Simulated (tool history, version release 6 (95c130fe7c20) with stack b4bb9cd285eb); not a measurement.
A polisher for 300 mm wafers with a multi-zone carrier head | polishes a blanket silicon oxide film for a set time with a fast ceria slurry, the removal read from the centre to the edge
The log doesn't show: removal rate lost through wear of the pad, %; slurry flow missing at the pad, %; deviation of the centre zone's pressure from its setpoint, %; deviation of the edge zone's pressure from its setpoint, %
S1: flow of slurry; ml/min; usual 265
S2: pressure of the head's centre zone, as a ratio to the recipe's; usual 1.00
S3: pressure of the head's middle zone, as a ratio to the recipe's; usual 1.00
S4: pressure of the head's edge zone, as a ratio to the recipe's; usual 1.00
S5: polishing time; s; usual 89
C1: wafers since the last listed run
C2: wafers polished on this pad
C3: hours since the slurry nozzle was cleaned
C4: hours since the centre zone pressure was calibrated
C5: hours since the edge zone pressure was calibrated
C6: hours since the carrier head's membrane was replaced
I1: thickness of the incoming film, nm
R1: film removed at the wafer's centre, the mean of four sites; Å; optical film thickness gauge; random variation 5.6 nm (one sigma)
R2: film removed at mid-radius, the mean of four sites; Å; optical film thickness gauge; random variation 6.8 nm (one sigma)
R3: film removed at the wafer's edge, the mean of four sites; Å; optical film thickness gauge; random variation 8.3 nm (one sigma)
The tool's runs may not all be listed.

{"run": 1, "hour": 0.0, "S1": 265, "S2": 1.0, "S3": 1.06, "S4": 1.0, "S5": 89, "C1": 0, "C2": 291, "C3": 8.1, "C4": 882.1, "C5": 716.8, "C6": 1293.1, "I1": 3779.5, "R1": 7915, "R2": 8999, "R3": 8674}
{"run": 2, "hour": 31.8, "S1": 265, "S2": 1.0, "S3": 0.91, "S4": 1.0, "S5": 89, "C1": 208, "C2": 499, "C3": 39.9, "C4": 913.9, "C5": 748.6, "C6": 1324.9, "I1": 3853.8, "R1": 7900, "R2": 7974, "R3": 8836}
{"run": 3, "hour": 63.6, "S1": 300, "S2": 1.0, "S3": 1.0, "S4": 1.0, "S5": 89, "C1": 208, "C2": 708, "C3": 71.7, "C4": 945.7, "C5": 780.4, "C6": 1356.7, "I1": 3813.4, "R1": 7905, "R2": 8547, "R3": 8731}
{"run": 4, "hour": 106.9, "S1": 265, "S2": 1.0, "S3": 1.0, "S4": 1.07, "S5": 89, "C1": 283, "C2": 992, "C3": 115.0, "C4": 989.0, "C5": 823.7, "C6": 1400.0, "I1": 3793.3, "R1": 7740, "R2": 8490, "R3": 8965}
{"hour": 141.7, "done": "edge zone pressure recalibrated"}
{"run": 5, "hour": 147.7, "S1": 265, "S2": 1.0, "S3": 1.0, "S4": 1.07, "S5": 89, "C1": 254, "C2": 1246, "C3": 155.8, "C4": 1029.8, "C5": 6.0, "C6": 1440.8, "I1": 3835.6, "R1": 7749, "R2": 8326, "R3": 8725}
{"run": 6, "hour": 210.7, "S1": 310, "S2": 1.0, "S3": 1.08, "S4": 1.0, "S5": 89, "C1": 412, "C2": 1659, "C3": 218.8, "C4": 1092.8, "C5": 69.0, "C6": 1503.8, "I1": 3833.5, "R1": 7614, "R2": 8726, "R3": 8470}
{"hour": 251.1, "done": "worn pad replaced by a new one"}
{"run": 7, "hour": 268.1, "S1": 265, "S2": 0.96, "S3": 1.0, "S4": 1.0, "S5": 89, "C1": 350, "C2": 111, "C3": 276.2, "C4": 1150.2, "C5": 126.4, "C6": 1561.2, "I1": 3879.0, "R1": 7621, "R2": 8571, "R3": 8692}
{"run": 8, "hour": 332.7, "S1": 325, "S2": 0.92, "S3": 1.0, "S4": 1.0, "S5": 89, "C1": 423, "C2": 534, "C3": 340.8, "C4": 1214.8, "C5": 191.0, "C6": 1625.8, "I1": 3832.6, "R1": 7433, "R2": 8662, "R3": 8688}
{"run": 9, "hour": 372.4, "S1": 265, "S2": 1.0, "S3": 0.93, "S4": 1.06, "S5": 89, "C1": 260, "C2": 794, "C3": 380.5, "C4": 1254.5, "C5": 230.7, "C6": 1665.5, "I1": 3827.0, "R1": 7786, "R2": 8005, "R3": 8816}
{"run": 10, "hour": 438.5, "S1": 265, "S2": 1.0, "S3": 1.0, "S4": 1.0, "S5": 89, "C1": 433, "C2": 1228, "C3": 446.6, "C4": 1320.6, "C5": 296.8, "C6": 1731.6, "I1": 3778.8, "R1": 7661, "R2": 8300, "R3": 8470}
{"run": 11, "hour": 497.5, "S1": 320, "S2": 1.0, "S3": 0.91, "S4": 1.0, "S5": 89, "C1": 386, "C2": 1614, "C3": 505.6, "C4": 1379.6, "C5": 355.8, "C6": 1790.6, "I1": 3883.0, "R1": 7627, "R2": 7638, "R3": 8430}
{"hour": 499.7, "done": "slurry nozzle cleaned"}
{"hour": 503.0, "done": "worn pad replaced by a new one"}
{"run": 12, "hour": 533.2, "S1": 195, "S2": 1.0, "S3": 0.97, "S4": 1.0, "S5": 89, "C1": 205, "C2": 197, "C3": 33.5, "C4": 1415.3, "C5": 391.5, "C6": 1826.3, "I1": 3841.2, "R1": 7622, "R2": 8159, "R3": 8471}
{"run": 13, "hour": 559.4, "S1": 360, "S2": 1.0, "S3": 1.0, "S4": 0.9, "S5": 89, "C1": 171, "C2": 369, "C3": 59.7, "C4": 1441.5, "C5": 417.7, "C6": 1852.5, "I1": 3863.4, "R1": 7983, "R2": 8822, "R3": 8389}
{"hour": 565.8, "done": "centre zone pressure recalibrated"}
{"hour": 596.5, "done": "carrier head's membrane replaced by a new one"}
{"run": 14, "hour": 613.2, "S1": 200, "S2": 1.0, "S3": 1.0, "S4": 1.0, "S5": 89, "C1": 306, "C2": 676, "C3": 113.5, "C4": 47.4, "C5": 471.5, "C6": 16.7, "I1": 3812.9, "R1": 8152, "R2": 8237, "R3": 8399}
{"run": 15, "hour": 649.3, "S1": 265, "S2": 1.0, "S3": 1.0, "S4": 1.0, "S5": 89, "C1": 236, "C2": 912, "C3": 149.6, "C4": 83.5, "C5": 507.6, "C6": 52.8, "I1": 3788.2, "R1": 8324, "R2": 8488, "R3": 8418}
{"run": 16, "hour": 723.2, "S1": 265, "S2": 1.0, "S3": 1.1, "S4": 1.1, "S5": 89, "C1": 484, "C2": 1397, "C3": 223.5, "C4": 157.4, "C5": 581.5, "C6": 126.7, "I1": 3786.8, "R1": 8100, "R2": 8896, "R3": 8841}
{"hour": 753.8, "done": "worn pad replaced by a new one"}
{"run": 17, "hour": 762.9, "S1": 265, "S2": 0.88, "S3": 1.0, "S4": 1.07, "S5": 73, "C1": 233, "C2": 59, "C3": 263.2, "C4": 197.1, "C5": 621.2, "C6": 166.4, "I1": 3847.8, "R1": 5980, "R2": 6947, "R3": 7371}
{"run": 18, "hour": 791.2, "S1": 265, "S2": 1.07, "S3": 1.0, "S4": 1.0, "S5": 97, "C1": 185, "C2": 245, "C3": 291.5, "C4": 225.4, "C5": 649.5, "C6": 194.7, "I1": 3899.0, "R1": 9576, "R2": 9344, "R3": 9459}
{"run": 19, "hour": 837.1, "S1": 335, "S2": 1.0, "S3": 1.0, "S4": 1.0, "S5": 97, "C1": 300, "C2": 546, "C3": 337.4, "C4": 271.3, "C5": 695.4, "C6": 240.6, "I1": 3812.9, "R1": 9059, "R2": 9472, "R3": 9535}
{"run": 20, "hour": 906.7, "S1": 235, "S2": 1.0, "S3": 1.0, "S4": 1.0, "S5": 67, "C1": 456, "C2": 1002, "C3": 407.0, "C4": 340.9, "C5": 765.0, "C6": 310.2, "I1": 3896.4, "R1": 5940, "R2": 6206, "R3": 6402}
{"hour": 936.6, "done": "slurry nozzle cleaned"}
{"run": 21, "hour": 967.4, "S1": 265, "S2": 1.0, "S3": 1.0, "S4": 1.0, "S5": 118, "C1": 391, "C2": 1393, "C3": 30.8, "C4": 401.6, "C5": 825.7, "C6": 370.9, "I1": 3860.1, "R1": 10307, "R2": 10901, "R3": 11158}

The same runs without the tool's hidden state, with the same run-to-run variation:
run=1 R1=8683 R2=9047 R3=8724
run=2 R1=8702 R2=8041 R3=8914
run=3 R1=8755 R2=8658 R3=8849
run=4 R1=8659 R2=8677 R3=9168
run=5 R1=8776 R2=8606 R3=9022
run=6 R1=8835 R2=9227 R3=8961
run=7 R1=8418 R2=8614 R3=8739
run=8 R1=8264 R2=8748 R3=8779
run=9 R1=8710 R2=8136 R3=8965
run=10 R1=8717 R2=8573 R3=8752
run=11 R1=8865 R2=8052 R3=8893
run=12 R1=8420 R2=8172 R3=8488
run=13 R1=8837 R2=8851 R3=8421
run=14 R1=8377 R2=8326 R3=8490
run=15 R1=8672 R2=8642 R3=8571
run=16 R1=8725 R2=9253 R3=9198
run=17 R1=6288 R2=7011 R3=7440
run=18 R1=10111 R2=9439 R3=9557
run=19 R1=9664 R2=9609 R3=9676
run=20 R1=6469 R2=6378 R3=6581
run=21 R1=11494 R2=11403 R3=11676

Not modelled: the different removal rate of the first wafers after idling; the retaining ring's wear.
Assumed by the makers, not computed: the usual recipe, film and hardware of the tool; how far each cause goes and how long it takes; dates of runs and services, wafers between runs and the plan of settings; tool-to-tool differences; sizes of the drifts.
